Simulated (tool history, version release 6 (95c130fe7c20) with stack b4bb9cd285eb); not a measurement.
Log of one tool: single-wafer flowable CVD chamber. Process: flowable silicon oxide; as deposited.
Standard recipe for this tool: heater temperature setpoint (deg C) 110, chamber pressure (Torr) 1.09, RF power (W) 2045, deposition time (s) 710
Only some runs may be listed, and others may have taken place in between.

run   hour  heater temperature setpoint (deg C)  chamber pressure (Torr)  RF power (W)  deposition time (s)  wafers since the last listed run  hours since the last thermocouple change  hours since the last RF generator calibration  hours since the last manometer calibration  hours since the showerhead was replaced  hours since the gauge calibration  read-back reference wafer on the same gauge, thickness_nm  mean film thickness on the monitor wafer (nm)
  1    0.0                                  110                     1.03          2045                  633                                 0                                      20.0                                         1503.4                                      2337.3                                   4417.9                              385.7                                                    383.755                                        392.361
  2   10.6                                  110                     1.09          2045                  710                                27                                      30.6                                         1514.0                                      2347.9                                   4428.5                              396.3                                                    383.749                                        466.717
  3   24.1                                  110                     1.09          2045                  710                                34                                      44.1                                         1527.5                                      2361.4                                   4442.0                              409.8                                                    384.017                                        467.594
  4   38.8                                  110                     1.09          2045                  710                                37                                      58.8                                         1542.2                                      2376.1                                   4456.7                              424.5                                                    383.534                                        464.736
  5   53.7                                  110                     1.09          2045                  814                                38                                      73.7                                         1557.1                                      2391.0                                   4471.6                              439.4                                                    384.199                                        532.040
  6   96.1                                  110                     0.91          2045                  710                               108                                     116.1                                         1599.5                                      2433.4                                   4514.0                              481.8                                                    383.953                                        385.516
  7  111.4                                  110                     1.09          2045                  596                                39                                     131.4                                         1614.8                                      2448.7                                   4529.3                              497.1                                                    383.845                                        386.767
  8  123.6                                  110                     1.09          2140                  710                                31                                     143.6                                         1627.0                                      2460.9                                   4541.5                              509.3                                                    384.273                                        469.965
  9  137.5                                  119                     0.96          2045                  664                                35                                     157.5                                         1640.9                                      2474.8                                   4555.4                              523.2                                                    383.877                                        294.333
 10  147.9                                  110                     1.30          2045                  710                                26                                     167.9                                         1651.3                                      2485.2                                   4565.8                              533.6                                                    384.227                                        554.174
 11  159.8                                  110                     1.09          1885                  710                                30                                     179.8                                         1663.2                                      2497.1                                   4577.7                              545.5                                                    383.757                                        455.472
     199.5  -- showerhead replaced
     203.9  -- capacitance manometer re-zeroed and calibrated
 12  204.4                                  110                     0.91          2300                  710                                82                                     224.4                                         1707.8                                         0.5                                      4.9                              590.1                                                    383.949                                        391.553
 13  206.3                                  116                     1.19          2160                  748                                 4                                     226.3                                         1709.7                                         2.4                                      6.8                              592.0                                                    384.302                                        453.335
     212.4  -- gauge calibrated
 14  220.4                                  110                     0.87          2045                  710                                36                                     240.4                                         1723.8                                        16.5                                     20.9                                8.0                                                    383.839                                        365.201
     230.2  -- RF generator calibrated
 15  230.7                                  110                     1.09          2140                  710                                 5                                     250.7                                            0.5                                        26.8                                     31.2                               18.3                                                    383.624                                        467.142
 16  235.8                                  125                     1.00          1885                  808                                13                                     255.8                                            5.6                                        31.9                                     36.3                               23.4                                                    384.080                                        316.089
 17  248.3                                  110                     1.09          2400                  577                                32                                     268.3                                           18.1                                        44.4                                     48.8                               35.9                                                    384.275                                        387.304
 18  254.9                                  110                     1.09          2045                  710                                16                                     274.9                                           24.7                                        51.0                                     55.4                               42.5                                                    384.397                                        463.991
 19  261.0                                  110                     1.09          2045                  710                                15                                     281.0                                           30.8                                        57.1                                     61.5                               48.6                                                    384.283                                        461.144
 20  275.7                                  110                     1.09          2045                  710                                37                                     295.7                                           45.5                                        71.8                                     76.2                               63.3                                                    383.925                                        458.921
 21  285.2                                  110                     1.09          2045                  710                                24                                     305.2                                           55.0                                        81.3                                     85.7                               72.8                                                    384.103                                        464.879
 22  302.3                                   97                     1.34          1740                  763                                43                                     322.3                                           72.1                                        98.4                                    102.8                               89.9                                                    384.131                                        852.848
 23  310.1                                  101                     1.09          2310                  710                                20                                     330.1                                           79.9                                       106.2                                    110.6                               97.7                                                    383.715                                        614.310
 24  321.5                                  104                     1.09          2045                  571                                29                                     341.5                                           91.3                                       117.6                                    122.0                              109.1                                                    384.118                                        441.695
 25  333.9                                  110                     1.09          2415                  765                                31                                     353.9                                          103.7                                       130.0                                    134.4                              121.5                                                    384.189                                        512.461
 26  351.6                                  110                     1.09          2045                  710                                45                                     371.6                                          121.4                                       147.7                                    152.1                              139.2                                                    383.993                                        460.142
 27  362.8                                  110                     0.94          2045                  710                                28                                     382.8                                          132.6                                       158.9                                    163.3                              150.4                                                    384.854                                        394.856
 28  373.7                                  120                     0.96          2450                  628                                27                                     393.7                                          143.5                                       169.8                                    174.2                              161.3                                                    383.163                                        278.579
 29  389.1                                  103                     0.92          2045                  671                                39                                     409.1                                          158.9                                       185.2                                    189.6                              176.7                                                    383.814                                        444.851
 30  403.4                                  123                     1.09          2045                  710                                36                                     423.4                                          173.2                                       199.5                                    203.9                              191.0                                                    383.831                                        326.354

How the hidden state differs across the entries between the runs, from the last listed run before each to the first after it:
Between runs 11 and 12: showerhead replaced (hour 199.5); capacitance manometer re-zeroed and calibrated (hour 203.9)
  wafer temperature above the value expected at the setpoint (K): 0.308 -> 0.384
  what was measured, less what the result would be without the hidden state, mean film thickness on the monitor wafer (nm): -3.914 -> -4.209
Between runs 13 and 14: gauge calibrated (hour 212.4)
  wafer temperature above the value expected at the setpoint (K): 0.388 -> 0.412
  what was measured, less what the result would be without the hidden state, mean film thickness on the monitor wafer (nm): -4.781 -> -4.209
Between runs 14 and 15: RF generator calibrated (hour 230.2)
  wafer temperature above the value expected at the setpoint (K): 0.412 -> 0.43
  what was measured, less what the result would be without the hidden state, mean film thickness on the monitor wafer (nm): -4.209 -> -5.616

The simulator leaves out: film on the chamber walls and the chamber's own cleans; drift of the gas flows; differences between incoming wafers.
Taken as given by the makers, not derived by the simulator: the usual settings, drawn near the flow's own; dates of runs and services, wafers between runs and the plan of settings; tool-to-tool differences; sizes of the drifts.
